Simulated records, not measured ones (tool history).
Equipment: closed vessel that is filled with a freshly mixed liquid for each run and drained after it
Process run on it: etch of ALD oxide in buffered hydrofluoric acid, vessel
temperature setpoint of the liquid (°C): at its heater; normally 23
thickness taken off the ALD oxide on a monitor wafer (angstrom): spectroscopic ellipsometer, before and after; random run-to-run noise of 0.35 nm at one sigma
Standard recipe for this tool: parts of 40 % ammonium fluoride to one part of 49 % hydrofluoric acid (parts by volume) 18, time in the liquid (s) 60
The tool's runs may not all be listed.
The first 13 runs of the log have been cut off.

run	hour	temperature setpoint of the liquid (°C)	parts of 40 % ammonium fluoride to one part of 49 % hydrofluoric acid (parts by volume)	time in the liquid (s)	wafers since the last listed run	hours since the thermometer was replaced	hours since the hydrofluoric acid flow meter was replaced	hours since the gauge calibration	read-back film thickness of the ALD oxide reference wafer, read on the same gauge (nm)	thickness taken off the ALD oxide on a monitor wafer (angstrom)
14	768	23	18	60	3025	2424.2	1078.3	1182.9	30	682.1
15	817.5	23	18	60	3724	2473.7	1127.8	1232.4	30	684.9
16	860.2	23	18	70	3213	2516.4	1170.5	1275.1	30	806.5
# hour 876.9: thermometer replaced
17	932.1	23	18	60	5335	55.2	1242.4	1347	29.99	688.2
18	988.9	21.5	18	60	4274	112	1299.2	1403.8	29.98	628.5
19	1049.9	23	18	35	4590	173	1360.2	1464.8	29.99	401.9
20	1115.1	23	18	95	4906	238.2	1425.4	1530	29.98	1091.6
21	1167.7	26	14.5	40	3958	290.8	1478	1582.6	30	676.4
22	1229.2	26	13.5	85	4627	352.3	1539.5	1644.1	30.01	1526.1
23	1256	25	22	75	2016	379.1	1566.3	1670.9	29.99	805.9
24	1295.6	26	21	60	2979	418.7	1605.9	1710.5	29.99	696.9
25	1331.3	23	18	60	2686	454.4	1641.6	1746.2	29.99	696.4
26	1400.4	23	15	60	5199	523.5	1710.7	1815.3	30	829.2
27	1438.9	25	18	85	2897	562	1749.2	1853.8	29.99	1097.7
# hour 1482.2: gauge calibrated
28	1508	26.5	15.5	80	5199	631.1	1818.3	25.8	30	1300.9
# hour 1513.4: hydrofluoric acid flow meter replaced
29	1538.3	23	18	60	2204	661.4	24.9	56.1	30	670.9
30	1735.8	21.5	13.5	60	14862	858.9	222.4	253.6	29.98	812.2
31	1771	26.5	22	70	2648	894.1	257.6	288.8	29.98	798.7
32	1836.5	25	22	75	4928	959.6	323.1	354.3	30.02	792
33	1884.6	26.5	12	35	3619	1007.7	371.2	402.4	29.99	707.1
34	1945.6	23	18	60	4590	1068.7	432.2	463.4	30	667.7

Each row is a separate what-if for the run after 34, all from the same tool condition, not one after another. Results?
A	1946.3	23	18	60	52	1069.4	432.9	464.1	?	?
B	1946.3	25.5	20.5	50	52	1069.4	432.9	464.1	?	?
C	1946.3	23	20.5	70	52	1069.4	432.9	464.1	?	?
D	1946.3	19.5	18	50	52	1069.4	432.9	464.1	?	?

run	read-back film thickness of the ALD oxide reference wafer, read on the same gauge (nm)	thickness taken off the ALD oxide on a monitor wafer (angstrom)
A	29.98	675.7
B	29.98	569.7
C	29.98	695.7
D	29.98	463.4
Stripped of hidden state, with their random variation kept, the same runs would have yielded:
run	thickness taken off the ALD oxide on a monitor wafer (angstrom)
A	666.9
B	564.6
C	689.4
D	457.4
